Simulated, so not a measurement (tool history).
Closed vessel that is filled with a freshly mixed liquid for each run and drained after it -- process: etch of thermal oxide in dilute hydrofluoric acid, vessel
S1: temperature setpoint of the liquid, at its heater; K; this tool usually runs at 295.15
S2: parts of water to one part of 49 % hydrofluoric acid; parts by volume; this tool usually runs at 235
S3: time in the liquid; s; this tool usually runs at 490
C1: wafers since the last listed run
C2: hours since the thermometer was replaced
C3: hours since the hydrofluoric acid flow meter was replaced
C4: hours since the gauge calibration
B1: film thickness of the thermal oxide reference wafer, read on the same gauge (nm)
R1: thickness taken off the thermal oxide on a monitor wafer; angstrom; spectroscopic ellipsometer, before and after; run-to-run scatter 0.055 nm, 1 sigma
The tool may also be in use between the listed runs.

Run 1, day 0: usual settings but S3 255 s; C1 0; C2 405.8; C3 1378.3; C4 400.4; B1 40.01. Result: R1 40.8 angstrom.
Run 2, day 2.362: usual settings but S3 255 s; C1 2581; C2 462.5; C3 1435; C4 457.1; B1 40. Result: R1 40.1 angstrom.
Run 3, day 3.583: usual settings but S3 255 s; C1 1334; C2 491.8; C3 1464.3; C4 486.4; B1 40.01. Result: R1 40.7 angstrom.
Run 4, day 5.758: usual settings but S3 665 s; C1 2376; C2 544; C3 1516.5; C4 538.6; B1 40. Result: R1 104.7 angstrom.
Run 5, day 6.883: usual settings but S3 665 s; C1 1229; C2 571; C3 1543.5; C4 565.6; B1 40. Result: R1 104.9 angstrom.
At day 8.921: gauge calibrated.
Run 6, day 13.021: usual settings but S3 665 s; C1 6706; C2 718.3; C3 1690.8; C4 98.4; B1 39.99. Result: R1 103.1 angstrom.
Run 7, day 15.383: usual settings but S2 290 parts by volume; C1 2581; C2 775; C3 1747.5; C4 155.1; B1 40. Result: R1 59.2 angstrom.
Run 8, day 18.067: usual settings; C1 2932; C2 839.4; C3 1811.9; C4 219.5; B1 40. Result: R1 75.2 angstrom.
Run 9, day 20.704: usual settings; C1 2882; C2 902.7; C3 1875.2; C4 282.8; B1 39.99. Result: R1 74.2 angstrom.
At day 22.1: hydrofluoric acid flow meter replaced.
Run 10, day 27.846: usual settings; C1 7758; C2 1074.1; C3 137.9; C4 454.2; B1 40.01. Result: R1 73.2 angstrom.
Run 11, day 30.233: usual settings; C1 2608; C2 1131.4; C3 195.2; C4 511.5; B1 40.01. Result: R1 73.7 angstrom.
Run 12, day 32.962: usual settings but S2 170 parts by volume, S3 405 s; C1 2982; C2 1196.9; C3 260.7; C4 577; B1 40.03. Result: R1 89.4 angstrom.
Run 13, day 34.842: usual settings; C1 2053; C2 1242; C3 305.8; C4 622.1; B1 39.98. Result: R1 72.2 angstrom.
At day 36.242: gauge calibrated.
Run 14, day 36.429: usual settings but S1 298.15 K, S2 265 parts by volume, S3 715 s; C1 1734; C2 1280.1; C3 343.9; C4 4.5; B1 39.97. Result: R1 101.3 angstrom.
Run 15, day 37.608: usual settings; C1 1288; C2 1308.4; C3 372.2; C4 32.8; B1 39.98. Result: R1 72.4 angstrom.
At day 39.212: thermometer replaced.
Run 16, day 39.7: usual settings but S3 650 s; C1 2240; C2 11.7; C3 422.4; C4 83; B1 39.99. Result: R1 105.5 angstrom.
Run 17, day 44.146: usual settings but S3 240 s; C1 4858; C2 118.4; C3 529.1; C4 189.7; B1 39.97. Result: R1 38.7 angstrom.
Run 18, day 45.946: usual settings but S2 300 parts by volume, S3 410 s; C1 1966; C2 161.6; C3 572.3; C4 232.9; B1 40.01. Result: R1 48.3 angstrom.
Run 19, day 47.404: usual settings but S2 145 parts by volume; C1 1593; C2 196.6; C3 607.3; C4 267.9; B1 40.03. Result: R1 139.1 angstrom.
Run 20, day 49.529: usual settings but S2 180 parts by volume; C1 2322; C2 247.6; C3 658.3; C4 318.9; B1 40.01. Result: R1 107 angstrom.
Run 21, day 52.496: usual settings but S2 290 parts by volume; C1 3241; C2 318.8; C3 729.5; C4 390.1; B1 40.02. Result: R1 59.4 angstrom.
Run 22, day 55.046: usual settings but S1 291.15 K, S2 200 parts by volume, S3 760 s; C1 2786; C2 380; C3 790.7; C4 451.3; B1 40. Result: R1 124.3 angstrom.

Below are 3 alternative next runs, each starting from the tool's condition after run 22. Predict each:
Run A, day 55.079: usual settings but S1 299.15 K; C1 36; C2 380.8; C3 791.5; C4 452.1; B1 ?. Result: R1 ?.
Run B, day 55.079: usual settings but S2 345 parts by volume, S3 300 s; C1 36; C2 380.8; C3 791.5; C4 452.1; B1 ?. Result: R1 ?.
Run C, day 55.079: usual settings but S1 292.15 K, S2 140 parts by volume, S3 205 s; C1 36; C2 380.8; C3 791.5; C4 452.1; B1 ?. Result: R1 ?.

run     B1    R1
  A  40.02  88.3
  B  40.02  28.8
  C  40.02  52.2
What these runs would have given with no unlogged condition in the tool:
run    R1
  A  92.4
  B  30.1
  C    55

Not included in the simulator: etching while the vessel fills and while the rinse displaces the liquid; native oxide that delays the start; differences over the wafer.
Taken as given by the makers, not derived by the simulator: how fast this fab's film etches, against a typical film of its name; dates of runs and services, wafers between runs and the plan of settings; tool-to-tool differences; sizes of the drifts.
